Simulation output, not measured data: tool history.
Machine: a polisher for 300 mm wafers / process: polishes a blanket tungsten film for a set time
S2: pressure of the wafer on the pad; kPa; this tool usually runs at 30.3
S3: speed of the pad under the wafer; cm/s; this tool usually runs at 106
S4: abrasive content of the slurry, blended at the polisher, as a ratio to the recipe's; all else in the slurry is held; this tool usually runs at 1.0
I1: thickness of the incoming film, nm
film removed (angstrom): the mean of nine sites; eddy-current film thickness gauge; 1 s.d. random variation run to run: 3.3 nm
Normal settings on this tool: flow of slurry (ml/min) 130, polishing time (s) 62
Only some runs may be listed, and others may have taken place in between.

run 1 day=0.000 | flow_of_slurry_(ml/min)=130 S2=30.3 S3=124 S4=1.0 polishing_time_(s)=62 | I1=1465.4 | film_removed_(angstrom)=3483
run 2 day=1.092 | flow_of_slurry_(ml/min)=130 S2=30.3 S3=124 S4=1.0 polishing_time_(s)=62 | I1=1429.2 | film_removed_(angstrom)=3426
run 3 day=2.567 | flow_of_slurry_(ml/min)=130 S2=30.3 S3=124 S4=1.0 polishing_time_(s)=62 | I1=1437.3 | film_removed_(angstrom)=3347
run 4 day=3.846 | flow_of_slurry_(ml/min)=130 S2=30.3 S3=92 S4=1.0 polishing_time_(s)=62 | I1=1441.3 | film_removed_(angstrom)=2590
-- day=4.321 worn pad replaced by a new one
run 5 day=4.533 | flow_of_slurry_(ml/min)=130 S2=30.3 S3=92 S4=1.0 polishing_time_(s)=62 | I1=1446.9 | film_removed_(angstrom)=2522
-- day=5.242 slurry tank refilled with fresh slurry and peroxide
run 6 day=5.467 | flow_of_slurry_(ml/min)=130 S2=30.3 S3=92 S4=1.0 polishing_time_(s)=62 | I1=1421.3 | film_removed_(angstrom)=2816
-- day=6.042 slurry nozzle cleaned
run 7 day=6.342 | flow_of_slurry_(ml/min)=130 S2=30.3 S3=106 S4=1.0 polishing_time_(s)=62 | I1=1448.1 | film_removed_(angstrom)=3173
run 8 day=7.004 | flow_of_slurry_(ml/min)=130 S2=37.2 S3=106 S4=1.0 polishing_time_(s)=62 | I1=1408.7 | film_removed_(angstrom)=3636
-- day=7.096 slurry blender recalibrated
run 9 day=8.325 | flow_of_slurry_(ml/min)=130 S2=33.1 S3=106 S4=0.9 polishing_time_(s)=62 | I1=1462.4 | film_removed_(angstrom)=3230
run 10 day=8.917 | flow_of_slurry_(ml/min)=95 S2=23.4 S3=106 S4=1.0 polishing_time_(s)=62 | I1=1413.8 | film_removed_(angstrom)=2274
run 11 day=10.254 | flow_of_slurry_(ml/min)=130 S2=30.3 S3=106 S4=1.0 polishing_time_(s)=62 | I1=1444.3 | film_removed_(angstrom)=2976
-- day=11.529 worn pad replaced by a new one
run 12 day=11.679 | flow_of_slurry_(ml/min)=150 S2=30.3 S3=106 S4=1.0 polishing_time_(s)=55 | I1=1438.2 | film_removed_(angstrom)=2706
run 13 day=12.521 | flow_of_slurry_(ml/min)=130 S2=30.3 S3=106 S4=1.0 polishing_time_(s)=62 | I1=1448.5 | film_removed_(angstrom)=2893
-- day=13.767 slurry tank refilled with fresh slurry and peroxide
run 14 day=13.825 | flow_of_slurry_(ml/min)=145 S2=22.8 S3=126 S4=1.0 polishing_time_(s)=41 | I1=1458.8 | film_removed_(angstrom)=1933
run 15 day=14.708 | flow_of_slurry_(ml/min)=130 S2=30.3 S3=106 S4=1.0 polishing_time_(s)=62 | I1=1440.3 | film_removed_(angstrom)=3135
-- day=15.200 head pressure recalibrated
run 16 day=15.492 | flow_of_slurry_(ml/min)=130 S2=30.3 S3=106 S4=1.0 polishing_time_(s)=62 | I1=1462.5 | film_removed_(angstrom)=3086
-- day=16.008 slurry blender recalibrated
run 17 day=16.704 | flow_of_slurry_(ml/min)=145 S2=34.5 S3=106 S4=0.8 polishing_time_(s)=62 | I1=1441.5 | film_removed_(angstrom)=3317
run 18 day=17.371 | flow_of_slurry_(ml/min)=130 S2=20.7 S3=106 S4=1.2 polishing_time_(s)=62 | I1=1446.5 | film_removed_(angstrom)=2306
run 19 day=18.388 | flow_of_slurry_(ml/min)=130 S2=30.3 S3=106 S4=1.0 polishing_time_(s)=62 | I1=1439.9 | film_removed_(angstrom)=2982
-- day=19.133 worn pad replaced by a new one
run 20 day=19.858 | flow_of_slurry_(ml/min)=85 S2=30.3 S3=72 S4=1.0 polishing_time_(s)=62 | I1=1458.1 | film_removed_(angstrom)=2014
run 21 day=21.062 | flow_of_slurry_(ml/min)=130 S2=37.2 S3=106 S4=1.0 polishing_time_(s)=62 | I1=1431.5 | film_removed_(angstrom)=3436
-- day=21.233 slurry tank refilled with fresh slurry and peroxide
run 22 day=21.783 | flow_of_slurry_(ml/min)=130 S2=30.3 S3=132 S4=1.0 polishing_time_(s)=62 | I1=1442.3 | film_removed_(angstrom)=3786
run 23 day=22.633 | flow_of_slurry_(ml/min)=150 S2=25.5 S3=78 S4=1.0 polishing_time_(s)=51 | I1=1449.2 | film_removed_(angstrom)=1755
-- day=22.917 slurry blender recalibrated
run 24 day=23.767 | flow_of_slurry_(ml/min)=130 S2=24.8 S3=130 S4=1.0 polishing_time_(s)=62 | I1=1463.8 | film_removed_(angstrom)=3097
run 25 day=24.525 | flow_of_slurry_(ml/min)=130 S2=30.3 S3=132 S4=1.0 polishing_time_(s)=62 | I1=1436.5 | film_removed_(angstrom)=3623
-- day=25.679 slurry nozzle cleaned
run 26 day=25.942 | flow_of_slurry_(ml/min)=110 S2=30.3 S3=106 S4=1.1 polishing_time_(s)=72 | I1=1435.8 | film_removed_(angstrom)=3520
run 27 day=26.979 | flow_of_slurry_(ml/min)=100 S2=37.2 S3=106 S4=1.0 polishing_time_(s)=62 | I1=1428.9 | film_removed_(angstrom)=3394

3 options for the next run, each taken on its own from the tool as it stands now. Forecast them:
run A day=26.996 | flow_of_slurry_(ml/min)=130 S2=30.3 S3=106 S4=1.0 polishing_time_(s)=62 | I1=1430.1 | film_removed_(angstrom)=?
run B day=26.996 | flow_of_slurry_(ml/min)=155 S2=30.3 S3=106 S4=1.0 polishing_time_(s)=62 | I1=1430.1 | film_removed_(angstrom)=?
run C day=26.996 | flow_of_slurry_(ml/min)=130 S2=30.3 S3=106 S4=1.0 polishing_time_(s)=75 | I1=1430.1 | film_removed_(angstrom)=?

run=A film_removed_(angstrom)=2924
run=B film_removed_(angstrom)=3004
run=C film_removed_(angstrom)=3537
What these runs would have given with no unlogged condition in the tool:
run=A film_removed_(angstrom)=3158
run=B film_removed_(angstrom)=3244
run=C film_removed_(angstrom)=3820
